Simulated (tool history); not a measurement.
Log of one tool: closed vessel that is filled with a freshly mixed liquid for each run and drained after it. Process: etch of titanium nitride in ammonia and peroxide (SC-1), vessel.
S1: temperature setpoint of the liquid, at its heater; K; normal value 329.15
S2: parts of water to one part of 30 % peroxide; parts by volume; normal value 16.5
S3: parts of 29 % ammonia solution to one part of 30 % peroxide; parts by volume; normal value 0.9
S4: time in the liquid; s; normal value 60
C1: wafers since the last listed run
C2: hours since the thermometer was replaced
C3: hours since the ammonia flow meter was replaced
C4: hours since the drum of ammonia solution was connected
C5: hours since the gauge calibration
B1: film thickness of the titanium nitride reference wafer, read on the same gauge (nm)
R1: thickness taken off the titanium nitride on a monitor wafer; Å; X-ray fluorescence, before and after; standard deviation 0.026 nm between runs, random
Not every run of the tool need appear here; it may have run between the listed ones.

run 1 hour=0 | S1=326.65 S2=16.5 S3=0.9 S4=60 | C1=0 C2=2478 C3=961.5 C4=11.6 C5=413.4 | B1=89.995 | R1=38.88
run 2 hour=9.1 | S1=326.65 S2=16.5 S3=0.9 S4=60 | C1=1106 C2=2487.1 C3=970.6 C4=20.7 C5=422.5 | B1=89.987 | R1=39.62
run 3 hour=18.2 | S1=329.15 S2=16.5 S3=0.9 S4=60 | C1=1106 C2=2496.2 C3=979.7 C4=29.8 C5=431.6 | B1=89.977 | R1=46.94
run 4 hour=33.5 | S1=329.15 S2=16.5 S3=0.9 S4=60 | C1=1861 C2=2511.5 C3=995 C4=45.1 C5=446.9 | B1=89.994 | R1=46
run 5 hour=46.1 | S1=329.15 S2=16.5 S3=0.9 S4=60 | C1=1532 C2=2524.1 C3=1007.6 C4=57.7 C5=459.5 | B1=90.036 | R1=46.27
run 6 hour=53 | S1=329.15 S2=16.5 S3=1 S4=60 | C1=839 C2=2531 C3=1014.5 C4=64.6 C5=466.4 | B1=90.01 | R1=47.24
-- hour=62.4 ammonia flow meter replaced
run 7 hour=69.9 | S1=329.15 S2=16.5 S3=1 S4=60 | C1=1934 C2=2547.9 C3=7.5 C4=81.5 C5=483.3 | B1=90 | R1=47.35
run 8 hour=84.7 | S1=329.15 S2=16.5 S3=0.9 S4=60 | C1=1800 C2=2562.7 C3=22.3 C4=96.3 C5=498.1 | B1=89.982 | R1=45.74
-- hour=92.1 gauge calibrated
run 9 hour=96.1 | S1=329.15 S2=11.5 S3=0.9 S4=60 | C1=1386 C2=2574.1 C3=33.7 C4=107.7 C5=4 | B1=90.008 | R1=55.75
run 10 hour=112.1 | S1=336.65 S2=16.5 S3=0.5 S4=60 | C1=1946 C2=2590.1 C3=49.7 C4=123.7 C5=20 | B1=90.028 | R1=68.43
run 11 hour=127.9 | S1=325.65 S2=24.5 S3=0.9 S4=60 | C1=1921 C2=2605.9 C3=65.5 C4=139.5 C5=35.8 | B1=89.997 | R1=29.51
run 12 hour=139.2 | S1=332.15 S2=22 S3=0.9 S4=60 | C1=1374 C2=2617.2 C3=76.8 C4=150.8 C5=47.1 | B1=90.026 | R1=48.49
run 13 hour=156.4 | S1=329.15 S2=16.5 S3=0.5 S4=60 | C1=2092 C2=2634.4 C3=94 C4=168 C5=64.3 | B1=90.018 | R1=42.18
-- hour=170.3 thermometer replaced
run 14 hour=171.4 | S1=332.65 S2=20 S3=1.1 S4=40 | C1=1703 C2=1.1 C3=109 C4=183 C5=79.3 | B1=89.966 | R1=36.1
run 15 hour=188 | S1=329.15 S2=16.5 S3=1.2 S4=60 | C1=2019 C2=17.7 C3=125.6 C4=199.6 C5=95.9 | B1=89.992 | R1=48.56
run 16 hour=202.5 | S1=335.15 S2=16.5 S3=0.9 S4=60 | C1=1763 C2=32.2 C3=140.1 C4=214.1 C5=110.4 | B1=90.016 | R1=68.5
run 17 hour=218.9 | S1=329.15 S2=16.5 S3=0.9 S4=60 | C1=1994 C2=48.6 C3=156.5 C4=230.5 C5=126.8 | B1=89.999 | R1=46.45
-- hour=231.2 new drum of ammonia solution connected
run 18 hour=236.1 | S1=334.15 S2=11.5 S3=0.9 S4=85 | C1=1970 C2=65.8 C3=173.7 C4=4.9 C5=144 | B1=89.98 | R1=111.11
run 19 hour=244.9 | S1=329.15 S2=16.5 S3=0.9 S4=80 | C1=1070 C2=74.6 C3=182.5 C4=13.7 C5=152.8 | B1=89.996 | R1=61.81
run 20 hour=255 | S1=329.15 S2=16.5 S3=0.9 S4=60 | C1=1228 C2=84.7 C3=192.6 C4=23.8 C5=162.9 | B1=90.017 | R1=46.14
run 21 hour=267.1 | S1=321.15 S2=9 S3=1.15 S4=50 | C1=1471 C2=96.8 C3=204.7 C4=35.9 C5=175 | B1=89.996 | R1=31.5
run 22 hour=282.3 | S1=329.15 S2=11 S3=0.9 S4=60 | C1=1848 C2=112 C3=219.9 C4=51.1 C5=190.2 | B1=89.989 | R1=56.58
run 23 hour=291.6 | S1=329.15 S2=14 S3=0.9 S4=60 | C1=1131 C2=121.3 C3=229.2 C4=60.4 C5=199.5 | B1=90.002 | R1=50.51
run 24 hour=302.7 | S1=329.15 S2=16.5 S3=0.9 S4=60 | C1=1350 C2=132.4 C3=240.3 C4=71.5 C5=210.6 | B1=89.988 | R1=46.58
run 25 hour=311.6 | S1=329.15 S2=16.5 S3=1.1 S4=60 | C1=1082 C2=141.3 C3=249.2 C4=80.4 C5=219.5 | B1=89.958 | R1=47.65
run 26 hour=320.6 | S1=329.15 S2=10 S3=1.2 S4=60 | C1=1094 C2=150.3 C3=258.2 C4=89.4 C5=228.5 | B1=90.041 | R1=62.87
run 27 hour=334.6 | S1=329.15 S2=16.5 S3=0.9 S4=90 | C1=1703 C2=164.3 C3=272.2 C4=103.4 C5=242.5 | B1=89.974 | R1=69.61
run 28 hour=342.8 | S1=339.15 S2=19.5 S3=1.2 S4=60 | C1=997 C2=172.5 C3=280.4 C4=111.6 C5=250.7 | B1=89.991 | R1=85.76
run 29 hour=352.4 | S1=329.15 S2=16.5 S3=0.9 S4=60 | C1=1167 C2=182.1 C3=290 C4=121.2 C5=260.3 | B1=90.028 | R1=46.3

The tool's hidden state at each run:
liquid colder than its thermometer reads (K): 0, the same for each run
ammonia flow below the setpoint (%): 0, the same for each run
ammonia solution weaker than its label (%): 0, the same for each run
gauge reads high (%): 0, the same for each run

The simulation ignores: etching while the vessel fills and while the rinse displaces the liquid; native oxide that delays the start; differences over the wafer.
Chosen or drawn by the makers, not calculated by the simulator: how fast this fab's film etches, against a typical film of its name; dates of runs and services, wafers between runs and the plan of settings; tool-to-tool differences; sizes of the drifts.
